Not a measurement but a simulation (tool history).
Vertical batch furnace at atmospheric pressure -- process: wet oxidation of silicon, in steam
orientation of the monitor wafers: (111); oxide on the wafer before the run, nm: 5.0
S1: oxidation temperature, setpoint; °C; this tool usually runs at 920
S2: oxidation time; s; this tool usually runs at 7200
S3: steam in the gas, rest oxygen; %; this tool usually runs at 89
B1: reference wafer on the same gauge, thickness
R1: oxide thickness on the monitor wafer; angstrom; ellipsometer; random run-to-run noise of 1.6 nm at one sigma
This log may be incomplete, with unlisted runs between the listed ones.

run	hour	S1	S2	S3	B1	R1
1	0.0	920	7200	89	442.65	4182.1
2	86.5	920	7200	89	443.39	4176.5
3	158.3	920	7200	89	442.83	4170.5
4	233.1	920	7200	89	443.65	4189.3
5	305.1	920	7200	89	442.98	4164.0
6	378.5	920	8700	89	442.93	4739.8
7	447.1	920	8700	89	442.66	4700.9
# hour 480.4: thermocouples replaced and temperature profile calibrated
8	542.9	939	7200	89	443.51	4764.6
9	604.3	939	7200	89	442.59	4758.3
10	645.7	920	7200	89	442.90	4158.4
11	727.2	944	10110	89	443.36	6145.5
# hour 796.0: gauge calibrated
12	846.5	920	5700	89	442.94	3515.3
# hour 892.0: steam generator serviced
13	911.0	905	7200	80	443.21	3497.0

What does the tool deliver on the next run?
14	1013.1	896	5910	95	?	?

B1: 442.72
R1: 3136.3 angstrom
Minus the tool's unlogged condition, the same run would have read R1 3177.0 angstrom.
